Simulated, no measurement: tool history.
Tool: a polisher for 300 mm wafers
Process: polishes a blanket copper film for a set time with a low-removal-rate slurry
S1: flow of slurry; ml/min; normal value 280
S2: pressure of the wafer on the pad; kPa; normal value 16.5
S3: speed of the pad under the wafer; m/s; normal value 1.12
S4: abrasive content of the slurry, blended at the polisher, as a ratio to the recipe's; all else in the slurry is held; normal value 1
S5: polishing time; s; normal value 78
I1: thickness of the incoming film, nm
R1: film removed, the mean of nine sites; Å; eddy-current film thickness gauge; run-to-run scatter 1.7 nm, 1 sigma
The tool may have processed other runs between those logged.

{"run": 1, "hour": 0.0, "S1": 280, "S2": 20.7, "S3": 1.12, "S4": 1, "S5": 78, "I1": 714.8, "R1": 2734}
{"run": 2, "hour": 7.7, "S1": 280, "S2": 16.5, "S3": 1.12, "S4": 1, "S5": 78, "I1": 713.6, "R1": 2160}
{"run": 3, "hour": 20.0, "S1": 280, "S2": 16.5, "S3": 1.12, "S4": 1, "S5": 78, "I1": 709, "R1": 2214}
{"run": 4, "hour": 29.3, "S1": 280, "S2": 16.5, "S3": 1.12, "S4": 1, "S5": 78, "I1": 722.5, "R1": 2160}
{"run": 5, "hour": 42.8, "S1": 280, "S2": 16.5, "S3": 0.88, "S4": 1, "S5": 78, "I1": 733.7, "R1": 1712}
{"run": 6, "hour": 52.5, "S1": 280, "S2": 16.5, "S3": 0.88, "S4": 1, "S5": 78, "I1": 721.4, "R1": 1705}
{"run": 7, "hour": 65.0, "S1": 280, "S2": 16.5, "S3": 1.12, "S4": 1, "S5": 78, "I1": 720.3, "R1": 2191}
{"hour": 73.9, "done": "worn pad replaced by a new one"}
{"run": 8, "hour": 74.9, "S1": 280, "S2": 16.5, "S3": 1.12, "S4": 1, "S5": 78, "I1": 726.7, "R1": 2162}
{"hour": 84.0, "done": "slurry nozzle cleaned"}
{"run": 9, "hour": 92.4, "S1": 280, "S2": 16.5, "S3": 1.12, "S4": 1, "S5": 78, "I1": 724.4, "R1": 2164}
{"run": 10, "hour": 100.6, "S1": 280, "S2": 16.5, "S3": 1.12, "S4": 1, "S5": 78, "I1": 720.8, "R1": 2171}
{"run": 11, "hour": 109.5, "S1": 280, "S2": 16.5, "S3": 1.42, "S4": 1, "S5": 78, "I1": 720.9, "R1": 2747}
{"run": 12, "hour": 119.6, "S1": 280, "S2": 16.5, "S3": 1.42, "S4": 1, "S5": 78, "I1": 719.1, "R1": 2735}
{"hour": 129.5, "done": "slurry blender recalibrated"}
{"run": 13, "hour": 134.8, "S1": 340, "S2": 13.1, "S3": 1.12, "S4": 1, "S5": 78, "I1": 724.4, "R1": 1764}
{"run": 14, "hour": 149.8, "S1": 210, "S2": 16.5, "S3": 1.12, "S4": 1.2, "S5": 78, "I1": 708.3, "R1": 2237}
{"hour": 160.3, "done": "worn pad replaced by a new one"}
{"run": 15, "hour": 160.8, "S1": 280, "S2": 16.5, "S3": 1.12, "S4": 1, "S5": 78, "I1": 727.6, "R1": 2147}
{"run": 16, "hour": 172.9, "S1": 280, "S2": 16.5, "S3": 1.42, "S4": 1, "S5": 78, "I1": 723, "R1": 2752}
{"run": 17, "hour": 180.1, "S1": 280, "S2": 14.5, "S3": 1.12, "S4": 0.8, "S5": 78, "I1": 713.8, "R1": 1803}
{"run": 18, "hour": 193.2, "S1": 200, "S2": 13.1, "S3": 1.12, "S4": 0.8, "S5": 91, "I1": 716.2, "R1": 1865}
{"run": 19, "hour": 209.3, "S1": 280, "S2": 16.5, "S3": 1.12, "S4": 1, "S5": 98, "I1": 718.9, "R1": 2726}
{"run": 20, "hour": 223.5, "S1": 315, "S2": 20.7, "S3": 0.88, "S4": 1, "S5": 101, "I1": 724.1, "R1": 2796}
{"run": 21, "hour": 236.0, "S1": 280, "S2": 13.1, "S3": 1.12, "S4": 1.25, "S5": 90, "I1": 708.3, "R1": 2094}
{"hour": 245.6, "done": "head pressure recalibrated"}
{"run": 22, "hour": 246.5, "S1": 280, "S2": 16.5, "S3": 1.12, "S4": 1, "S5": 78, "I1": 722, "R1": 2166}
{"hour": 258.8, "done": "worn pad replaced by a new one"}
{"run": 23, "hour": 259.3, "S1": 280, "S2": 16.5, "S3": 1.28, "S4": 1, "S5": 78, "I1": 715.8, "R1": 2475}
{"run": 24, "hour": 267.7, "S1": 190, "S2": 16.5, "S3": 1.12, "S4": 0.9, "S5": 54, "I1": 725.8, "R1": 1414}
{"run": 25, "hour": 284.7, "S1": 235, "S2": 13.8, "S3": 1.28, "S4": 1, "S5": 78, "I1": 727.4, "R1": 2039}
{"run": 26, "hour": 293.1, "S1": 280, "S2": 16.5, "S3": 1.12, "S4": 1, "S5": 78, "I1": 728.6, "R1": 2159}
{"run": 27, "hour": 307.2, "S1": 280, "S2": 16.5, "S3": 1.42, "S4": 1, "S5": 78, "I1": 726.8, "R1": 2736}
{"run": 28, "hour": 313.5, "S1": 280, "S2": 16.5, "S3": 1.12, "S4": 1, "S5": 93, "I1": 716.1, "R1": 2591}
{"run": 29, "hour": 328.6, "S1": 280, "S2": 16.5, "S3": 1.32, "S4": 1, "S5": 78, "I1": 717.9, "R1": 2562}
{"run": 30, "hour": 335.4, "S1": 185, "S2": 16.5, "S3": 0.86, "S4": 1, "S5": 78, "I1": 723, "R1": 1597}
{"run": 31, "hour": 346.6, "S1": 280, "S2": 13.8, "S3": 0.76, "S4": 1.15, "S5": 93, "I1": 721.8, "R1": 1500}

Here are 3 independent what-if runs from the current tool condition. What would each one return?
{"run": "A", "hour": 347.0, "S1": 280, "S2": 13.1, "S3": 1.12, "S4": 1, "S5": 78, "I1": 732.4, "R1": "?"}
{"run": "B", "hour": 347.0, "S1": 330, "S2": 16.5, "S3": 1.28, "S4": 1, "S5": 91, "I1": 732.4, "R1": "?"}
{"run": "C", "hour": 347.0, "S1": 375, "S2": 16.5, "S3": 0.74, "S4": 1, "S5": 78, "I1": 732.4, "R1": "?"}

run=A R1=1712
run=B R1=2921
run=C R1=1460
Without the tool's hidden state the same runs would have given:
run=A R1=1712
run=B R1=2921
run=C R1=1460
